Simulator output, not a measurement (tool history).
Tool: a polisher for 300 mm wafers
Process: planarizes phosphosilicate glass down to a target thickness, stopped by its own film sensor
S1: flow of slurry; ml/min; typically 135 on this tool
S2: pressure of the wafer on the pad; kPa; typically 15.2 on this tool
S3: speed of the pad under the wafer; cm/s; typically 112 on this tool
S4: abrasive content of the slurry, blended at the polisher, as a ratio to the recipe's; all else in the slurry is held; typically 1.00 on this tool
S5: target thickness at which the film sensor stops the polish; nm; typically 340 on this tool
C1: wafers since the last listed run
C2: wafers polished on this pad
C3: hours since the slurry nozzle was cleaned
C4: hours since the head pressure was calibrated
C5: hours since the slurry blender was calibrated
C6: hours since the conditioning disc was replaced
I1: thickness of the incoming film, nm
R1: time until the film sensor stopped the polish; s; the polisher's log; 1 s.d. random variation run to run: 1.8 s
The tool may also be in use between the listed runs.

run    hour   S1    S2   S3    S4   S5    C1    C2     C3      C4     C5     C6     I1     R1
  1     0.0  135  15.2  112  1.00  340     0   361   97.6   713.7  144.6  226.3  919.1  102.1
       47.8  -- conditioning disc replaced and pad reconditioned
  2    76.8  135  15.2  112  1.00  398   439   801  174.4   790.5  221.4   29.0  900.7   92.8
  3   131.7  135  15.2  112  1.00  398   322  1124  229.3   845.4  276.3   83.9  917.2   95.3
      143.9  -- slurry blender recalibrated
      190.8  -- worn pad replaced by a new one
      201.6  -- slurry nozzle cleaned
  4   207.5  135  18.6  112  1.00  340   404    92    5.9   921.2   63.6  159.7  908.2   81.5
  5   260.3  135  11.0  112  0.80  340   310   402   58.7   974.0  116.4  212.5  896.5  144.5
      281.6  -- conditioning disc replaced and pad reconditioned
  6   299.9  135  11.0  112  0.80  340   221   623   98.3  1013.6  156.0   18.3  907.5  147.1
  7   353.0  135  11.0  112  0.80  340   312   936  151.4  1066.7  209.1   71.4  915.6  149.9
      420.4  -- slurry blender recalibrated
      443.4  -- worn pad replaced by a new one
  8   443.9  135  15.2  112  1.00  340   499     2  242.3  1157.6   23.5  162.3  918.1  102.9
      467.4  -- slurry nozzle cleaned
  9   530.6  170  15.2   94  0.85  340   504   506   63.2  1244.3  110.2  249.0  905.6  115.2
      538.7  -- conditioning disc replaced and pad reconditioned
 10   579.9  165  15.2  136  1.00  221   278   785  112.5  1293.6  159.5   41.2  913.6  109.3
      613.2  -- head pressure recalibrated
 11   616.8  135  15.2  112  1.00  340   205   990  149.4     3.6  196.4   78.1  890.2  104.0
      683.1  -- slurry blender recalibrated
 12   701.9  135  15.2  150  1.00  340   488  1479  234.5    88.7   18.8  163.2  895.1   82.9
      725.4  -- slurry nozzle cleaned
      726.1  -- worn pad replaced by a new one
 13   756.3  150  13.8  112  1.00  229   310   177   30.9   143.1   73.2  217.6  916.7  128.8
      815.9  -- conditioning disc replaced and pad reconditioned
 14   819.8  135  15.2  112  1.00  340   361   539   94.4   206.6  136.7    3.9  908.0  103.3
 15   897.4  135  15.2  112  0.75  340   456   996  172.0   284.2  214.3   81.5  907.9  116.9
      966.8  -- slurry blender recalibrated
      988.8  -- worn pad replaced by a new one
      990.4  -- slurry nozzle cleaned
     1104.9  -- conditioning disc replaced and pad reconditioned
     1206.8  -- slurry blender recalibrated
 16  1208.7  135  15.2  112  1.00  151  1766  1264  218.3   595.5    1.9  103.8  898.6  130.2
     1236.5  -- worn pad replaced by a new one
     1263.5  -- slurry nozzle cleaned
 17  1269.1  135  15.2  112  1.00  340   325   185    5.6   655.9   62.3  164.2  919.9  104.7

Here are 3 independent what-if runs from the current tool condition. What would each one return?
  A  1269.6  135  15.2  112  1.00  340   2  188  6.1  656.4  62.8  164.7  916.5   ?
  B  1269.6  135  15.2  112  1.00  413   2  188  6.1  656.4  62.8  164.7  916.5   ?
  C  1269.6  160  12.4  112  0.75  147   2  188  6.1  656.4  62.8  164.7  916.5   ?

run     R1
  A  103.4
  B   90.3
  C  175.9
The same runs, with their run-to-run variation unchanged, on a tool lacking any hidden condition would have given:
run     R1
  A   98.8
  B   86.3
  C  167.3

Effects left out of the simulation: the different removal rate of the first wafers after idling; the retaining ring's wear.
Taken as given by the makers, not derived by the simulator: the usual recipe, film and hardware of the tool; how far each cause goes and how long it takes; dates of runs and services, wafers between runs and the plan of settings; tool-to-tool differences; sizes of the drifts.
